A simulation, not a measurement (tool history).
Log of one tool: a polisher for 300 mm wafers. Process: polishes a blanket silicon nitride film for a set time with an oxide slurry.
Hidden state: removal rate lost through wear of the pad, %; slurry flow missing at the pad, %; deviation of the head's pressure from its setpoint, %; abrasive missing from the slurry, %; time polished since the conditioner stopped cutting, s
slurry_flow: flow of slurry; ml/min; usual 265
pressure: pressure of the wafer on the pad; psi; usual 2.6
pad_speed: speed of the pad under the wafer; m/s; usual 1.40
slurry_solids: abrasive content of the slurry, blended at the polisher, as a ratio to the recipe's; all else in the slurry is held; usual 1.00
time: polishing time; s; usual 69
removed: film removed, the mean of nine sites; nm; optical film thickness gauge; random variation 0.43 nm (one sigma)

run,hour,slurry_flow,pressure,pad_speed,slurry_solids,time,wafers since the last listed run,wafers polished on this pad,hours since the slurry nozzle was cleaned,hours since the head pressure was calibrated,hours since the slurry blender was calibrated,hours since the conditioning disc was replaced,"incoming thickness of the incoming film, nm",removed
1,0.0,245,2.6,1.40,1.00,69,0,938,621.1,1442.5,212.9,86.5,625.0,28.5
2,7.7,245,2.6,1.40,1.00,69,61,1000,628.8,1450.2,220.6,94.2,621.4,29.0
3,19.0,265,2.6,1.40,1.00,62,90,1090,640.1,1461.5,231.9,105.5,626.8,25.3
# hour 26.3: worn pad replaced by a new one
# hour 26.7: head pressure recalibrated
4,36.0,295,2.6,1.12,0.85,86,100,74,657.1,9.3,248.9,122.5,630.3,35.2
# hour 50.0: slurry nozzle cleaned
5,51.4,265,1.7,1.72,1.20,89,115,189,1.4,24.7,264.3,137.9,612.2,36.5
6,62.3,265,2.2,1.40,1.30,61,87,276,12.3,35.6,275.2,148.8,620.8,28.2
7,73.0,265,1.9,1.70,1.15,69,85,361,23.0,46.3,285.9,159.5,622.7,30.7
8,86.5,265,3.1,1.40,1.00,69,107,469,36.5,59.8,299.4,173.0,615.9,41.3
# hour 89.3: conditioning disc replaced and pad reconditioned
9,98.1,205,2.6,1.40,1.00,69,76,546,48.1,71.4,311.0,8.8,614.7,33.2
# hour 103.1: slurry blender recalibrated
10,110.6,265,2.6,1.66,1.00,69,83,630,60.6,83.9,7.5,21.3,609.1,39.6
11,116.7,265,2.6,1.40,1.00,69,48,679,66.7,90.0,13.6,27.4,625.2,34.1
12,132.6,265,2.6,1.40,1.00,69,127,806,82.6,105.9,29.5,43.3,606.5,33.7
13,148.4,350,3.1,1.26,1.00,69,126,932,98.4,121.7,45.3,59.1,616.8,37.6
14,165.4,265,2.6,1.40,1.00,69,135,1068,115.4,138.7,62.3,76.1,619.7,32.9
# hour 176.1: worn pad replaced by a new one
15,182.1,265,2.6,1.40,1.00,69,101,48,132.1,155.4,79.0,92.8,622.9,35.1
16,198.7,265,2.6,1.40,1.00,69,132,180,148.7,172.0,95.6,109.4,627.0,34.2
17,214.2,265,2.6,1.70,1.00,69,123,304,164.2,187.5,111.1,124.9,625.1,40.6

The next listed run, before its measurement:
18,220.3,265,2.6,1.40,1.00,69,48,353,170.3,193.6,117.2,131.0,624.9,?

{"run 18": {"removed": 34.2}}
Without the tool's hidden state the same run would have given removed 35.6 nm.
